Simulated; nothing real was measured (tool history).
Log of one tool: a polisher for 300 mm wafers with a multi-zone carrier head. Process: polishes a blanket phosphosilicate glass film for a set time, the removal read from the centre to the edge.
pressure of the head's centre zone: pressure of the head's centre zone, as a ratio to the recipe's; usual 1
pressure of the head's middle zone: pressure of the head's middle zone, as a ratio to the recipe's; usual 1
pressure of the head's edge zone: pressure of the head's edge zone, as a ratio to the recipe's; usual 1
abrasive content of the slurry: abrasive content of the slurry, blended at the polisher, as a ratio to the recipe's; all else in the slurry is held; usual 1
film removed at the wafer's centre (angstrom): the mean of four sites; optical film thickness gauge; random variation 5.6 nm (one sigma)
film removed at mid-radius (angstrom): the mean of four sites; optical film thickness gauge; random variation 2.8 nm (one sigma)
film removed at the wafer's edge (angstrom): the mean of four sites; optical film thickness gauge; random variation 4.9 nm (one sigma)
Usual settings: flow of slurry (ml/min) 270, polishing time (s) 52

run    hour  flow of slurry (ml/min)  pressure of the head's centre zone  pressure of the head's middle zone  pressure of the head's edge zone  abrasive content of the slurry  polishing time (s)  incoming thickness of the incoming film, nm  film removed at the wafer's centre (angstrom)  film removed at mid-radius (angstrom)  film removed at the wafer's edge (angstrom)
  1       0                      270                                   1                                   1                                 1                            0.75                  52                                       4522.2                                           3464                                   3759                                         3735
  2    55.5                      270                                   1                                   1                                 1                            0.75                  52                                       4549.9                                           3765                                   3758                                         3744
  3   123.9                      290                                0.92                                   1                                 1                               1                  52                                       4516.7                                           3929                                   4260                                         4252
  4   200.5                      270                                   1                                   1                                 1                             1.2                  52                                       4602.5                                           4428                                   4487                                         4453
  5   242.6                      270                                   1                                   1                                 1                             1.2                  52                                       4592.3                                           4341                                   4509                                         4495
  6   289.8                      270                                   1                                   1                                 1                            1.25                  52                                       4504.5                                           4291                                   4497                                         4658
  7   387.9                      270                                0.94                                0.96                                 1                               1                  52                                       4585.5                                           3785                                   4133                                         4134
  8   449.6                      270                                   1                                   1                                 1                            0.75                  44                                       4517.5                                           3055                                   3205                                         3140
  9   545.2                      270                                   1                                   1                                 1                            0.75                  52                                       4498.2                                           3445                                   3799                                         3800
 10   633.6                      270                                0.91                                0.93                              0.92                               1                  52                                       4553.3                                           3924                                   4051                                         3973
 11   675.3                      270                                   1                                   1                              1.05                            0.75                  52                                       4593.8                                           3707                                   3801                                         3867
 12     775                      220                                1.11                                   1                              0.95                               1                  52                                       4457.8                                           4412                                   4141                                         3874
 13   831.3                      270                                   1                                   1                                 1                               1                  67                                       4518.2                                           5226                                   5380                                         5532
 14   877.5                      240                                   1                                   1                              0.88                               1                  52                                       4555.6                                           3944                                   4211                                         3768
 15   939.3                      330                                   1                                   1                                 1                             0.9                  52                                       4555.5                                           4011                                   4104                                         3960
 16   986.3                      270                                   1                                   1                                 1                               1                  52                                       4550.1                                           3868                                   4152                                         4182
 17  1036.2                      270                                   1                                   1                                 1                               1                  52                                       4539.2                                           3971                                   4220                                         4143
 18  1107.5                      270                                   1                                   1                                 1                               1                  46                                       4486.1                                           3489                                   3759                                         3606
 19    1177                      205                                   1                                1.03                                 1                             0.7                  52                                       4541.7                                           3306                                   3612                                         3582
 20  1263.1                      270                                   1                                   1                                 1                               1                  57                                       4547.3                                           4247                                   4600                                         4559

Not shown: 13 entries that the log had between the listed runs. Between which runs, and how does the tool's hidden state differ before and after?
Between runs 1 and 2: slurry nozzle cleaned (hour 3); edge zone pressure recalibrated (hour 5.8); centre zone pressure recalibrated (hour 28.3)
  deviation of the centre zone's pressure from its setpoint, %: -10.6 -> -0.378
  measured less the result without the state, film removed at the wafer's centre (angstrom): -297 -> -11
Between runs 3 and 4: worn pad replaced by a new one (hour 143.1)
  deviation of the centre zone's pressure from its setpoint, %: -1.78 -> -3.35
  measured less the result without the state, film removed at the wafer's centre (angstrom): -53 -> -113
Between runs 6 and 7: slurry nozzle cleaned (hour 384.5)
  deviation of the centre zone's pressure from its setpoint, %: -5.18 -> -7.19
  measured less the result without the state, film removed at the wafer's centre (angstrom): -172 -> -214
Between runs 8 and 9: worn pad replaced by a new one (hour 496)
  deviation of the centre zone's pressure from its setpoint, %: -8.45 -> -10.4
  measured less the result without the state, film removed at the wafer's centre (angstrom): -205 -> -289
Between runs 9 and 10: edge zone pressure recalibrated (hour 565.4); centre zone pressure recalibrated (hour 622.3)
  deviation of the centre zone's pressure from its setpoint, %: -10.4 -> 0.609
  measured less the result without the state, film removed at the wafer's centre (angstrom): -289 -> +18
Between runs 11 and 12: slurry nozzle cleaned (hour 718); carrier head's membrane replaced by a new one (hour 742.9)
  deviation of the centre zone's pressure from its setpoint, %: -0.245 -> -2.29
  measured less the result without the state, film removed at the wafer's centre (angstrom): -7 -> -75
Between runs 13 and 14: worn pad replaced by a new one (hour 865.2)
  deviation of the centre zone's pressure from its setpoint, %: -3.44 -> -4.39
  measured less the result without the state, film removed at the wafer's centre (angstrom): -137 -> -133
Between runs 17 and 18: edge zone pressure recalibrated (hour 1065.6)
  deviation of the centre zone's pressure from its setpoint, %: -7.64 -> -9.1
  measured less the result without the state, film removed at the wafer's centre (angstrom): -239 -> -253
Between runs 18 and 19: slurry nozzle cleaned (hour 1150.1)
  deviation of the centre zone's pressure from its setpoint, %: -9.1 -> -10.5
  measured less the result without the state, film removed at the wafer's centre (angstrom): -253 -> -280
